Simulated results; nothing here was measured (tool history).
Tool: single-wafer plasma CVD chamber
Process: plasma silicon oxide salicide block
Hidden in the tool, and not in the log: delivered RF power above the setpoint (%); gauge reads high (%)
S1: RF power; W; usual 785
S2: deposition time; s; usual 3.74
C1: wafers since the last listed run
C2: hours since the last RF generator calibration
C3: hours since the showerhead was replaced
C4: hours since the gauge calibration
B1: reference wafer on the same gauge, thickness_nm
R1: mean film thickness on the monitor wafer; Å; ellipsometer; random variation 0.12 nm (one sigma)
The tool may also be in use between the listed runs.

run 1 hour=0.0 | S1=785 S2=3.74 | C1=0 C2=448.6 C3=2956.0 C4=210.5 | B1=45.902 | R1=397.05
run 2 hour=71.2 | S1=785 S2=3.74 | C1=1792 C2=519.8 C3=3027.2 C4=281.7 | B1=45.900 | R1=397.04
run 3 hour=116.3 | S1=785 S2=3.74 | C1=1135 C2=564.9 C3=3072.3 C4=326.8 | B1=45.883 | R1=396.43
run 4 hour=168.6 | S1=785 S2=3.74 | C1=1317 C2=617.2 C3=3124.6 C4=379.1 | B1=45.927 | R1=396.69
run 5 hour=202.2 | S1=785 S2=3.74 | C1=846 C2=650.8 C3=3158.2 C4=412.7 | B1=45.878 | R1=397.48
run 6 hour=236.6 | S1=785 S2=3.74 | C1=866 C2=685.2 C3=3192.6 C4=447.1 | B1=45.887 | R1=397.08
run 7 hour=305.2 | S1=785 S2=4.18 | C1=1727 C2=753.8 C3=3261.2 C4=515.7 | B1=45.871 | R1=445.43
run 8 hour=355.7 | S1=785 S2=3.74 | C1=1271 C2=804.3 C3=3311.7 C4=566.2 | B1=45.911 | R1=395.92
run 9 hour=410.9 | S1=785 S2=3.74 | C1=1390 C2=859.5 C3=3366.9 C4=621.4 | B1=45.844 | R1=396.94
run 10 hour=482.3 | S1=785 S2=3.74 | C1=1798 C2=930.9 C3=3438.3 C4=692.8 | B1=45.929 | R1=398.67
run 11 hour=520.2 | S1=785 S2=3.74 | C1=954 C2=968.8 C3=3476.2 C4=730.7 | B1=45.897 | R1=398.57
run 12 hour=567.9 | S1=785 S2=3.74 | C1=1201 C2=1016.5 C3=3523.9 C4=778.4 | B1=45.898 | R1=397.19
run 13 hour=770.2 | S1=665 S2=3.74 | C1=5094 C2=1218.8 C3=3726.2 C4=980.7 | B1=45.900 | R1=379.78
run 14 hour=823.0 | S1=785 S2=3.74 | C1=1329 C2=1271.6 C3=3779.0 C4=1033.5 | B1=45.948 | R1=395.30
run 15 hour=870.5 | S1=785 S2=3.74 | C1=1196 C2=1319.1 C3=3826.5 C4=1081.0 | B1=45.848 | R1=393.87
run 16 hour=908.0 | S1=785 S2=3.74 | C1=944 C2=1356.6 C3=3864.0 C4=1118.5 | B1=45.930 | R1=396.40
run 17 hour=947.4 | S1=785 S2=3.74 | C1=992 C2=1396.0 C3=3903.4 C4=1157.9 | B1=45.865 | R1=395.38
run 18 hour=1010.8 | S1=785 S2=3.74 | C1=1596 C2=1459.4 C3=3966.8 C4=1221.3 | B1=45.878 | R1=397.14
run 19 hour=1039.6 | S1=785 S2=3.74 | C1=725 C2=1488.2 C3=3995.6 C4=1250.1 | B1=45.908 | R1=394.68
run 20 hour=1086.9 | S1=785 S2=3.74 | C1=1191 C2=1535.5 C3=4042.9 C4=1297.4 | B1=45.901 | R1=395.81
run 21 hour=1128.6 | S1=825 S2=3.74 | C1=1050 C2=1577.2 C3=4084.6 C4=1339.1 | B1=45.926 | R1=399.79
run 22 hour=1279.7 | S1=825 S2=3.74 | C1=3805 C2=1728.3 C3=4235.7 C4=1490.2 | B1=45.904 | R1=400.24
-- hour=1336.2 gauge calibrated
run 23 hour=1481.6 | S1=785 S2=3.74 | C1=5084 C2=1930.2 C3=4437.6 C4=145.4 | B1=45.901 | R1=395.79
run 24 hour=1539.9 | S1=640 S2=4.15 | C1=1468 C2=1988.5 C3=4495.9 C4=203.7 | B1=45.875 | R1=414.58
run 25 hour=1602.4 | S1=665 S2=3.74 | C1=1573 C2=2051.0 C3=4558.4 C4=266.2 | B1=45.875 | R1=374.78
-- hour=1636.5 RF generator calibrated
run 26 hour=1653.4 | S1=785 S2=3.46 | C1=1082 C2=16.9 C3=4609.4 C4=317.2 | B1=45.897 | R1=361.49
run 27 hour=1720.2 | S1=680 S2=3.02 | C1=1682 C2=83.7 C3=4676.2 C4=384.0 | B1=45.900 | R1=302.12
run 28 hour=1768.3 | S1=785 S2=3.74 | C1=1211 C2=131.8 C3=4724.3 C4=432.1 | B1=45.895 | R1=389.36
-- hour=1817.5 showerhead replaced
run 29 hour=1823.0 | S1=865 S2=4.13 | C1=1176 C2=186.5 C3=5.5 C4=486.8 | B1=45.908 | R1=442.00
run 30 hour=1862.1 | S1=855 S2=3.01 | C1=984 C2=225.6 C3=44.6 C4=525.9 | B1=45.876 | R1=321.46
run 31 hour=1921.2 | S1=915 S2=3.74 | C1=1488 C2=284.7 C3=103.7 C4=585.0 | B1=45.921 | R1=406.82
run 32 hour=1964.0 | S1=710 S2=3.55 | C1=1077 C2=327.5 C3=146.5 C4=627.8 | B1=45.898 | R1=358.39
run 33 hour=2014.7 | S1=640 S2=3.21 | C1=1276 C2=378.2 C3=197.2 C4=678.5 | B1=45.936 | R1=316.73
run 34 hour=2052.6 | S1=785 S2=3.74 | C1=954 C2=416.1 C3=235.1 C4=716.4 | B1=45.913 | R1=387.36
run 35 hour=2165.8 | S1=735 S2=3.74 | C1=2850 C2=529.3 C3=348.3 C4=829.6 | B1=45.918 | R1=380.87
run 36 hour=2229.3 | S1=785 S2=3.74 | C1=1599 C2=592.8 C3=411.8 C4=893.1 | B1=45.924 | R1=388.16
-- hour=2256.4 RF generator calibrated, repeated, since the last time left the tool worse
run 37 hour=2282.4 | S1=635 S2=4.27 | C1=1135 C2=26.0 C3=464.9 C4=946.2 | B1=45.924 | R1=428.45
run 38 hour=2313.5 | S1=785 S2=3.74 | C1=783 C2=57.1 C3=496.0 C4=977.3 | B1=45.952 | R1=400.40
run 39 hour=2357.5 | S1=785 S2=3.74 | C1=1108 C2=101.1 C3=540.0 C4=1021.3 | B1=45.943 | R1=398.26
run 40 hour=2393.1 | S1=925 S2=3.74 | C1=896 C2=136.7 C3=575.6 C4=1056.9 | B1=45.851 | R1=418.98
run 41 hour=2432.4 | S1=870 S2=3.49 | C1=989 C2=176.0 C3=614.9 C4=1096.2 | B1=45.885 | R1=382.92
run 42 hour=2456.9 | S1=785 S2=3.74 | C1=616 C2=200.5 C3=639.4 C4=1120.7 | B1=45.894 | R1=399.48
run 43 hour=2509.4 | S1=640 S2=3.74 | C1=1322 C2=253.0 C3=691.9 C4=1173.2 | B1=45.884 | R1=376.34
run 44 hour=2581.0 | S1=785 S2=3.74 | C1=1803 C2=324.6 C3=763.5 C4=1244.8 | B1=45.886 | R1=398.59
run 45 hour=2622.6 | S1=720 S2=3.14 | C1=1047 C2=366.2 C3=805.1 C4=1286.4 | B1=45.852 | R1=325.30

Forecast each of these 3 alternatives for the next run:
run A hour=2623.0 | S1=785 S2=4.15 | C1=10 C2=366.6 C3=805.5 C4=1286.8 | B1=? | R1=?
run B hour=2623.0 | S1=785 S2=3.13 | C1=10 C2=366.6 C3=805.5 C4=1286.8 | B1=? | R1=?
run C hour=2623.0 | S1=900 S2=4.02 | C1=10 C2=366.6 C3=805.5 C4=1286.8 | B1=? | R1=?

run=A B1=45.891 R1=443.95
run=B B1=45.891 R1=334.83
run=C B1=45.891 R1=446.81
Without the tool's hidden state the same runs would have given:
run=A R1=446.24
run=B R1=336.56
run=C R1=449.12
